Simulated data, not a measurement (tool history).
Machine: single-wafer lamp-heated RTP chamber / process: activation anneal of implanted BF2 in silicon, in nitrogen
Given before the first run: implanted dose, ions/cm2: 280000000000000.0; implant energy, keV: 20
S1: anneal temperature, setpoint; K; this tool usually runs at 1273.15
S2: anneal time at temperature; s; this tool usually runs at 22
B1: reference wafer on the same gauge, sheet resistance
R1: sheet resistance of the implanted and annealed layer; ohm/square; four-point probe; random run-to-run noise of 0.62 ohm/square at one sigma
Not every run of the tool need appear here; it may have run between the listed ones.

{"run": 1, "hour": 0.0, "S1": 1273.15, "S2": 26, "B1": 409.03, "R1": 408.18}
{"run": 2, "hour": 72.4, "S1": 1273.15, "S2": 26, "B1": 408.77, "R1": 407.8}
{"run": 3, "hour": 134.3, "S1": 1253.15, "S2": 22, "B1": 408.62, "R1": 414.35}
{"run": 4, "hour": 185.2, "S1": 1253.15, "S2": 22, "B1": 408.55, "R1": 414.7}
{"run": 5, "hour": 289.5, "S1": 1253.15, "S2": 22, "B1": 408.25, "R1": 413.35}
{"run": 6, "hour": 349.6, "S1": 1264.15, "S2": 22, "B1": 408.04, "R1": 409.02}
{"hour": 382.8, "done": "reflector plate cleaned"}
{"run": 7, "hour": 437.1, "S1": 1264.15, "S2": 22, "B1": 408.2, "R1": 409.71}
{"run": 8, "hour": 491.4, "S1": 1264.15, "S2": 22, "B1": 407.93, "R1": 409.18}
{"run": 9, "hour": 546.0, "S1": 1273.15, "S2": 22, "B1": 407.94, "R1": 408.46}
{"hour": 639.2, "done": "pyrometer window cleaned and pyrometer calibrated"}
{"run": 10, "hour": 643.7, "S1": 1273.15, "S2": 22, "B1": 407.94, "R1": 408.36}
{"run": 11, "hour": 706.7, "S1": 1273.15, "S2": 22, "B1": 407.78, "R1": 407.43}
{"run": 12, "hour": 794.3, "S1": 1267.15, "S2": 22, "B1": 407.77, "R1": 408.71}
{"hour": 1041.2, "done": "reflector plate cleaned"}
{"run": 13, "hour": 1094.9, "S1": 1273.15, "S2": 22, "B1": 407.4, "R1": 407.37}
{"run": 14, "hour": 1201.0, "S1": 1289.15, "S2": 22, "B1": 407.34, "R1": 406.75}
{"hour": 1217.1, "done": "pyrometer window cleaned and pyrometer calibrated"}
{"run": 15, "hour": 1292.6, "S1": 1289.15, "S2": 22, "B1": 407.5, "R1": 406.15}
{"run": 16, "hour": 1387.3, "S1": 1273.15, "S2": 22, "B1": 407.33, "R1": 407.04}
{"run": 17, "hour": 1467.0, "S1": 1273.15, "S2": 12, "B1": 407.29, "R1": 409.57}
{"run": 18, "hour": 1527.8, "S1": 1273.15, "S2": 22, "B1": 407.35, "R1": 407.42}
{"hour": 1588.8, "done": "gauge calibrated"}
{"hour": 1616.8, "done": "reflector plate cleaned"}
{"run": 19, "hour": 1652.9, "S1": 1253.15, "S2": 18, "B1": 412.16, "R1": 417.55}
{"run": 20, "hour": 1689.1, "S1": 1273.15, "S2": 22, "B1": 411.79, "R1": 411.75}
{"run": 21, "hour": 1786.2, "S1": 1292.15, "S2": 13, "B1": 411.46, "R1": 414.63}
{"hour": 1813.2, "done": "pyrometer window cleaned and pyrometer calibrated"}
{"run": 22, "hour": 1891.8, "S1": 1262.15, "S2": 14, "B1": 410.51, "R1": 413.74}
{"run": 23, "hour": 1948.3, "S1": 1301.15, "S2": 12, "B1": 410.44, "R1": 412.94}
{"run": 24, "hour": 2002.3, "S1": 1253.15, "S2": 22, "B1": 410.16, "R1": 414.88}
{"run": 25, "hour": 2104.6, "S1": 1273.15, "S2": 22, "B1": 409.49, "R1": 409.86}
{"run": 26, "hour": 2162.4, "S1": 1273.15, "S2": 34, "B1": 409.76, "R1": 406.48}
{"run": 27, "hour": 2284.4, "S1": 1262.15, "S2": 14, "B1": 408.81, "R1": 412.67}
{"run": 28, "hour": 2324.6, "S1": 1273.15, "S2": 22, "B1": 408.88, "R1": 409.59}
{"hour": 2351.3, "done": "reflector plate cleaned"}
{"run": 29, "hour": 2385.2, "S1": 1273.15, "S2": 22, "B1": 408.96, "R1": 408.26}
{"hour": 2476.9, "done": "pyrometer window cleaned and pyrometer calibrated"}
{"run": 30, "hour": 2477.4, "S1": 1264.15, "S2": 32, "B1": 408.21, "R1": 408.78}
{"run": 31, "hour": 2778.1, "S1": 1264.15, "S2": 16, "B1": 407.94, "R1": 410.82}
{"run": 32, "hour": 2875.9, "S1": 1246.15, "S2": 15, "B1": 407.61, "R1": 419.25}
{"run": 33, "hour": 3006.8, "S1": 1297.15, "S2": 22, "B1": 407.27, "R1": 406.37}
{"run": 34, "hour": 3057.5, "S1": 1258.15, "S2": 34, "B1": 407.25, "R1": 408.19}
{"hour": 3114.8, "done": "reflector plate cleaned"}
{"hour": 3134.3, "done": "pyrometer window cleaned and pyrometer calibrated"}
{"run": 35, "hour": 3151.1, "S1": 1262.15, "S2": 14, "B1": 407.07, "R1": 412.4}
{"run": 36, "hour": 3223.0, "S1": 1298.15, "S2": 31, "B1": 406.99, "R1": 402.71}
{"run": 37, "hour": 3325.9, "S1": 1282.15, "S2": 10, "B1": 406.87, "R1": 409.12}

For some of the steps in R1 from one run to the next: how much would appear even if the tool had no hidden state, given the settings, what came in and random variation, and how much remains for the hidden state plus any gauge scatter that the measured result and the result without hidden state don't share?
The hidden state here: true wafer temperature minus pyrometer reading, K; wafer temperature error from the tarnished reflector plate, K; gauge reads high (%).
Run 18 -> 19: S1 1273.15 -> 1253.15, S2 22 -> 18, gauge calibrated, reflector plate cleaned. R1 +10.13 ohm/square: hidden state +4.79, all else +5.34.
Run 20 -> 21: S1 1273.15 -> 1292.15, S2 22 -> 13. R1 +2.88 ohm/square: hidden state -0.61, all else +3.49.
Run 30 -> 31: S2 32 -> 16. R1 +2.04 ohm/square: hidden state -0.76, all else +2.8.
Run 32 -> 33: S1 1246.15 -> 1297.15, S2 15 -> 22. R1 -12.88 ohm/square: hidden state -0.02, all else -12.86.
Run 35 -> 36: S1 1262.15 -> 1298.15, S2 14 -> 31. R1 -9.69 ohm/square: hidden state +0.06, all else -9.75.
